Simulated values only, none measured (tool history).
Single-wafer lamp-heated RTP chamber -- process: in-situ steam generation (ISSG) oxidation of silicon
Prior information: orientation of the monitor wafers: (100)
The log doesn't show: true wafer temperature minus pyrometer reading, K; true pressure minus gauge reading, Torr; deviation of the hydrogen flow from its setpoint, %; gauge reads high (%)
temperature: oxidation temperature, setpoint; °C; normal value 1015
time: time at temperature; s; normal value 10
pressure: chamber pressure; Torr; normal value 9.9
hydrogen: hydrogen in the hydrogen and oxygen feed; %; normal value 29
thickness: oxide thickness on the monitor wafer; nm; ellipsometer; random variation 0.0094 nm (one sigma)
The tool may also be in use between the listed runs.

run	hour	temperature	time	pressure	hydrogen	wafers since the last listed run	wafers since the last pyrometer calibration	hours since the pressure gauge was zeroed	hours since the hydrogen flow controller was replaced	hours since the gauge calibration	read-back reference wafer on the same gauge, thickness	thickness
1	0	1015	10	9.9	29	0	2897	4010.1	4774.9	71.8	4.26	4.44
2	6.6	1008	10	9.9	29	68	2966	4016.7	4781.5	78.4	4.259	4.337
3	22.5	1008	10	9.9	29	165	3131	4032.6	4797.4	94.3	4.259	4.345
4	33.5	1015	10	9.9	29	114	3245	4043.6	4808.4	105.3	4.259	4.477
5	42.1	1015	10	9.9	29	89	3334	4052.2	4817	113.9	4.259	4.475
6	52.8	1015	10	9.9	29	111	3445	4062.9	4827.7	124.6	4.261	4.483
7	59.1	1015	10	9.9	29	65	3511	4069.2	4834	130.9	4.261	4.483
8	70.4	1015	10	10.2	29	117	3628	4080.5	4845.3	142.2	4.261	4.476
9	87	1015	10	9.9	29	172	3800	4097.1	4861.9	158.8	4.26	4.495
# hour 97.5: pressure gauge zeroed
# hour 98.2: hydrogen flow controller replaced
10	98.7	1005	10	9.9	23	30	3831	1.2	0.5	170.5	4.26	4.121
# hour 108.7: pyrometer window cleaned and pyrometer calibrated
11	109.2	1015	6	9.9	32	25	5	11.7	11	181	4.259	3.615
# hour 113.8: gauge calibrated
12	122.7	1015	12	9.9	29	140	145	25.2	24.5	8.9	4.259	4.731
13	138.8	1025	8	8.9	29	167	312	41.3	40.6	25	4.259	4.209
14	153.9	998	10	9.9	29	156	469	56.4	55.7	40.1	4.259	4.132
15	163.4	997	10	9.9	23	98	567	65.9	65.2	49.6	4.26	3.885
16	175.8	1015	10	9.9	32	128	696	78.3	77.6	62	4.263	4.476
17	192	1015	12	9.9	29	168	864	94.5	93.8	78.2	4.26	4.724

4 options for the next run, each taken on its own from the tool as it stands now. Forecast them:
A	192.5	1015	10	9.9	24	5	869	95	94.3	78.7	?	?
B	192.5	1015	10	9.9	25	5	869	95	94.3	78.7	?	?
C	192.5	1015	12	8.4	29	5	869	95	94.3	78.7	?	?
D	192.5	1005	10	10.2	32	5	869	95	94.3	78.7	?	?

run	read-back reference wafer on the same gauge, thickness	thickness
A	4.259	4.185
B	4.259	4.227
C	4.259	4.883
D	4.259	4.301
With the hidden condition removed and each run's random variation left untouched, the same runs would have given:
run	thickness
A	4.175
B	4.216
C	4.87
D	4.291
